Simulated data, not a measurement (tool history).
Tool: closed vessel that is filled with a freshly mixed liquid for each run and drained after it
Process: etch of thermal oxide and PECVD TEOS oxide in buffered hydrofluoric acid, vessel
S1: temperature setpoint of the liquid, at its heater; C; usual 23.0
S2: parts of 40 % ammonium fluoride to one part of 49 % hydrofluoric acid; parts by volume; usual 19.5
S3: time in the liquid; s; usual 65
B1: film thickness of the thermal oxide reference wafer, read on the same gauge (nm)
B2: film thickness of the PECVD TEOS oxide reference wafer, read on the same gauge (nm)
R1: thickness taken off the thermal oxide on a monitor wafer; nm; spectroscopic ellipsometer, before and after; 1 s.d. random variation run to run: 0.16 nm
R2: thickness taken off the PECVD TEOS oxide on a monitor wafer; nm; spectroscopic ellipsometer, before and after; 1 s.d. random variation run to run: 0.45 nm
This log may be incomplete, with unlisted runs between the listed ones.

run   hour    S1    S2  S3     B1      B2     R1      R2
  1    0.0  23.0  19.5  65  29.86  129.48  33.23   92.73
  2   26.5  27.0  19.5  90  29.88  129.40  57.57  160.29
  3   51.0  27.0  19.5  90  29.84  129.25  57.71  157.84
  4   63.7  23.0  19.5  45  29.84  129.27  22.88   63.85
  5   80.5  23.0  19.5  45  29.81  129.14  23.05   63.76
  6  144.8  20.5  24.5  65  29.69  128.75  24.57   67.54
  7  179.5  20.5  24.5  65  29.63  128.47  24.38   67.57
  8  209.1  23.0  19.5  65  29.58  128.30  33.13   91.85
  9  242.2  23.0  19.5  65  29.51  127.92  33.01   91.78
     261.0  -- gauge calibrated
 10  310.5  23.0  19.5  65  30.00  130.05  33.70   92.34
 11  334.9  23.0  19.5  65  30.01  129.98  33.82   93.12
 12  355.3  23.0  19.5  65  29.98  129.96  33.56   93.25
 13  371.6  24.5  24.5  65  29.97  129.91  30.76   84.85
 14  390.7  23.0  17.0  65  29.97  129.89  38.42  106.41
     399.0  -- thermometer replaced
 15  410.3  26.5  27.0  35  29.96  129.82  17.24   48.25
 16  445.2  23.0  17.0  65  29.95  129.66  38.44  106.04
     474.6  -- hydrofluoric acid flow meter replaced
 17  475.1  25.0  19.5  65  29.86  129.55  37.55  104.04

Predict the results of run 18:
 18  494.0  23.0  13.0  65   ?   ?   ?   ?

Run 18 came out at B1 29.85, B2 129.45, R1 49.90 nm, R2 138.16 nm.
With the hidden condition absent and the run-to-run variation left alone, this run would have shown R1 50.11 nm, R2 138.75 nm.
